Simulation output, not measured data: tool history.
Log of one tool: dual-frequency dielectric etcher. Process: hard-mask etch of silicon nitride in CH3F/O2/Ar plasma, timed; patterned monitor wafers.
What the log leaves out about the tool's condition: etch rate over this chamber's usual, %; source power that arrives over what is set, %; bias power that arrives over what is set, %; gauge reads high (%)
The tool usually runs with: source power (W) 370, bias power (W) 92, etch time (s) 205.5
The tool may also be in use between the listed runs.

run,hour,source power (W),bias power (W),etch time (s),wafers since the last listed run,hours since the last wet clean,hours since the last source power generator calibration,hours since the last bias power generator calibration,hours since the last upper electrode change,hours since the gauge calibration,"read-back reference wafer on the same gauge, depth_nm",mean etch depth across the wafer (angstrom)
1,0,400,92,205.5,0,280.6,5469.5,1692.8,660.5,1086.9,158,1487
# hour 25.9: source power generator calibrated
2,46.7,400,92,205.5,409,327.3,20.8,1739.5,707.2,1133.6,158,1486
3,104.4,400,92,205.5,553,385,78.5,1797.2,764.9,1191.3,158,1486
# hour 118.4: bias power generator calibrated
4,193.3,370,92,205.5,814,473.9,167.4,74.9,853.8,1280.2,157.9,1434
5,246.2,370,92,205.5,507,526.8,220.3,127.8,906.7,1333.1,157.9,1438
# hour 334.6: wet clean of the chamber
6,354,370,92,205.5,804,19.4,328.1,235.6,1014.5,1440.9,158,1437
7,411,370,92,205.5,546,76.4,385.1,292.6,1071.5,1497.9,158,1444
8,598.5,370,92,205.5,1799,263.9,572.6,480.1,1259,1685.4,158,1440
9,657.6,370,92,205.5,567,323,631.7,539.2,1318.1,1744.5,158,1438
10,752.8,300,86,205.5,913,418.2,726.9,634.4,1413.3,1839.7,158,1305
# hour 811.8: gauge calibrated
11,844.9,340,76,165,883,510.3,819,726.5,1505.4,33.1,157.9,1035
12,901.3,370,92,205.5,541,566.7,875.4,782.9,1561.8,89.5,157.9,1442
13,978.4,340,110,265.5,739,643.8,952.5,860,1638.9,166.6,158,1959
# hour 1066.6: wet clean of the chamber
14,1085.8,370,92,205.5,800,19.2,1059.9,967.4,1746.3,274,158,1441
15,1147.8,370,92,205.5,594,81.2,1121.9,1029.4,1808.3,336,157.9,1445
16,1195.7,370,70,263.5,459,129.1,1169.8,1077.3,1856.2,383.9,158,1652
17,1289.7,370,92,239.5,901,223.1,1263.8,1171.3,1950.2,477.9,157.9,1683
18,1391.5,400,77,225.5,976,324.9,1365.6,1273.1,2052,579.7,158,1509
19,1464,450,101,265.5,695,397.4,1438.1,1345.6,2124.5,652.2,158,2072
# hour 1525.8: upper electrode replaced
20,1560.2,310,71,231,692,493.6,1534.3,1441.8,34.4,748.4,158,1375
21,1621.3,400,92,181,586,554.7,1595.4,1502.9,95.5,809.5,158,1305
22,1665.2,450,92,242,421,598.6,1639.3,1546.8,139.4,853.4,158.1,1813
# hour 1720.8: wet clean of the chamber
23,1749.6,370,92,205.5,579,28.8,1723.7,1631.2,223.8,937.8,158,1447
24,1828,370,100,240,752,107.2,1802.1,1709.6,302.2,1016.2,158,1752
25,1903.9,370,74,266,728,183.1,1878,1785.5,378.1,1092.1,158,1721
26,2109.5,400,114,265.5,1972,388.7,2083.6,1991.1,583.7,1297.7,158,2108
27,2182.9,370,107,205.5,704,462.1,2157,2064.5,657.1,1371.1,158,1550
28,2273.5,330,70,223,869,552.7,2247.6,2155.1,747.7,1461.7,158,1356
# hour 2317.1: bias power generator calibrated
# hour 2346.9: wet clean of the chamber
29,2368,340,114,205.5,638,21.1,2342.1,50.9,842.2,1556.2,158,1535
30,2407.9,350,92,166.5,382,61,2382,90.8,882.1,1596.1,158,1140

Here are 3 independent what-if runs from the current tool condition. What would each one return?
A,2408.4,370,92,265,4,61.5,2382.5,91.3,882.6,1596.6,?,?
B,2408.4,340,105,222,4,61.5,2382.5,91.3,882.6,1596.6,?,?
C,2408.4,410,80,237,4,61.5,2382.5,91.3,882.6,1596.6,?,?

run,"read-back reference wafer on the same gauge, depth_nm",mean etch depth across the wafer (angstrom)
A,158,1848
B,158,1593
C,158,1613
Without the tool's unlogged condition, the same runs would have read:
run,mean etch depth across the wafer (angstrom)
A,1853
B,1597
C,1618
